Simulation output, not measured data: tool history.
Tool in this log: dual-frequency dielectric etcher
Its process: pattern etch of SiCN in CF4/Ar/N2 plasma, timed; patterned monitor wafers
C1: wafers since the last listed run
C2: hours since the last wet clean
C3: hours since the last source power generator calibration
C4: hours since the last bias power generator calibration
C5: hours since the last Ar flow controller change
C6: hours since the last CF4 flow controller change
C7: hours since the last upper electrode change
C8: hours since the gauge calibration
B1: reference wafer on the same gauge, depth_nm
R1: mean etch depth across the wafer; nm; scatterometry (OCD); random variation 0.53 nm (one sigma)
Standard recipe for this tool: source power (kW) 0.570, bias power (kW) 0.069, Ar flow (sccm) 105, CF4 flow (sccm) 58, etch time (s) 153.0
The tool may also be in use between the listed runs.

Run 1, hour 0.0: usual settings; C1 0; C2 26.0; C3 1472.7; C4 3938.9; C5 59.5; C6 3554.8; C7 2964.6; C8 55.4; B1 152.9. Result: R1 160.1 nm.
At hour 12.1: bias power generator calibrated.
At hour 42.6: upper electrode replaced.
Run 2, hour 43.1: usual settings but CF4 flow (sccm) 67; C1 101; C2 69.1; C3 1515.8; C4 31.0; C5 102.6; C6 3597.9; C7 0.5; C8 98.5; B1 153.0. Result: R1 163.2 nm.
Run 3, hour 57.9: usual settings but CF4 flow (sccm) 67; C1 99; C2 83.9; C3 1530.6; C4 45.8; C5 117.4; C6 3612.7; C7 15.3; C8 113.3; B1 153.0. Result: R1 163.4 nm.
Run 4, hour 78.9: usual settings but source power (kW) 0.640, bias power (kW) 0.083, etch time (s) 188.5; C1 140; C2 104.9; C3 1551.6; C4 66.8; C5 138.4; C6 3633.7; C7 36.3; C8 134.3; B1 153.0. Result: R1 231.3 nm.
Run 5, hour 98.8: usual settings but source power (kW) 0.610, CF4 flow (sccm) 53; C1 133; C2 124.8; C3 1571.5; C4 86.7; C5 158.3; C6 3653.6; C7 56.2; C8 154.2; B1 153.1. Result: R1 166.8 nm.
Run 6, hour 127.4: usual settings; C1 191; C2 153.4; C3 1600.1; C4 115.3; C5 186.9; C6 3682.2; C7 84.8; C8 182.8; B1 152.9. Result: R1 158.4 nm.
Run 7, hour 141.1: usual settings but source power (kW) 0.640; C1 91; C2 167.1; C3 1613.8; C4 129.0; C5 200.6; C6 3695.9; C7 98.5; C8 196.5; B1 152.8. Result: R1 174.8 nm.
At hour 148.2: source power generator calibrated.
At hour 164.1: CF4 flow controller replaced.
Run 8, hour 172.8: usual settings but source power (kW) 0.630; C1 145; C2 198.8; C3 24.6; C4 160.7; C5 232.3; C6 8.7; C7 130.2; C8 228.2; B1 153.0. Result: R1 180.1 nm.
Run 9, hour 197.6: usual settings; C1 166; C2 223.6; C3 49.4; C4 185.5; C5 257.1; C6 33.5; C7 155.0; C8 253.0; B1 152.8. Result: R1 165.0 nm.
Run 10, hour 231.7: usual settings but bias power (kW) 0.052; C1 228; C2 257.7; C3 83.5; C4 219.6; C5 291.2; C6 67.6; C7 189.1; C8 287.1; B1 153.1. Result: R1 151.5 nm.
Run 11, hour 256.9: usual settings; C1 169; C2 282.9; C3 108.7; C4 244.8; C5 316.4; C6 92.8; C7 214.3; C8 312.3; B1 153.1. Result: R1 165.0 nm.
Run 12, hour 279.0: usual settings but bias power (kW) 0.086; C1 148; C2 305.0; C3 130.8; C4 266.9; C5 338.5; C6 114.9; C7 236.4; C8 334.4; B1 153.0. Result: R1 175.3 nm.
Run 13, hour 312.7: usual settings but source power (kW) 0.650; C1 226; C2 338.7; C3 164.5; C4 300.6; C5 372.2; C6 148.6; C7 270.1; C8 368.1; B1 153.0. Result: R1 183.9 nm.
Run 14, hour 327.1: usual settings but etch time (s) 115.0; C1 96; C2 353.1; C3 178.9; C4 315.0; C5 386.6; C6 163.0; C7 284.5; C8 382.5; B1 152.9. Result: R1 122.1 nm.
Run 15, hour 351.4: usual settings but source power (kW) 0.440, etch time (s) 114.0; C1 163; C2 377.4; C3 203.2; C4 339.3; C5 410.9; C6 187.3; C7 308.8; C8 406.8; B1 152.9. Result: R1 97.1 nm.
Run 16, hour 387.0: usual settings but source power (kW) 0.530, bias power (kW) 0.062, Ar flow (sccm) 130; C1 238; C2 413.0; C3 238.8; C4 374.9; C5 446.5; C6 222.9; C7 344.4; C8 442.4; B1 152.9. Result: R1 140.7 nm.
Run 17, hour 410.4: usual settings; C1 157; C2 436.4; C3 262.2; C4 398.3; C5 469.9; C6 246.3; C7 367.8; C8 465.8; B1 153.0. Result: R1 162.6 nm.
Run 18, hour 422.7: usual settings but CF4 flow (sccm) 67; C1 82; C2 448.7; C3 274.5; C4 410.6; C5 482.2; C6 258.6; C7 380.1; C8 478.1; B1 153.0. Result: R1 165.0 nm.
Run 19, hour 439.1: usual settings but source power (kW) 0.640, CF4 flow (sccm) 48, etch time (s) 186.0; C1 110; C2 465.1; C3 290.9; C4 427.0; C5 498.6; C6 275.0; C7 396.5; C8 494.5; B1 153.0. Result: R1 210.6 nm.
Run 20, hour 454.6: usual settings but source power (kW) 0.650, Ar flow (sccm) 119, etch time (s) 179.5; C1 104; C2 480.6; C3 306.4; C4 442.5; C5 514.1; C6 290.5; C7 412.0; C8 510.0; B1 152.8. Result: R1 206.9 nm.

5 ways to go on from here, each from the tool as it stands after run 20. What would each give?
Run A, hour 455.1: usual settings; C1 3; C2 481.1; C3 306.9; C4 443.0; C5 514.6; C6 291.0; C7 412.5; C8 510.5; B1 ?. Result: R1 ?.
Run B, hour 455.1: usual settings but source power (kW) 0.450, CF4 flow (sccm) 66, etch time (s) 165.0; C1 3; C2 481.1; C3 306.9; C4 443.0; C5 514.6; C6 291.0; C7 412.5; C8 510.5; B1 ?. Result: R1 ?.
Run C, hour 455.1: usual settings but source power (kW) 0.450, bias power (kW) 0.076, CF4 flow (sccm) 52; C1 3; C2 481.1; C3 306.9; C4 443.0; C5 514.6; C6 291.0; C7 412.5; C8 510.5; B1 ?. Result: R1 ?.
Run D, hour 455.1: usual settings but CF4 flow (sccm) 49; C1 3; C2 481.1; C3 306.9; C4 443.0; C5 514.6; C6 291.0; C7 412.5; C8 510.5; B1 ?. Result: R1 ?.
Run E, hour 455.1: usual settings but Ar flow (sccm) 88, CF4 flow (sccm) 48; C1 3; C2 481.1; C3 306.9; C4 443.0; C5 514.6; C6 291.0; C7 412.5; C8 510.5; B1 ?. Result: R1 ?.

run     B1     R1
  A  153.2  161.1
  B  153.2  143.7
  C  153.2  133.2
  D  153.2  157.5
  E  153.2  164.2
Without the tool's unlogged condition, the same runs would have read:
run     R1
  A  165.9
  B  148.1
  C  137.2
  D  162.2
  E  169.1
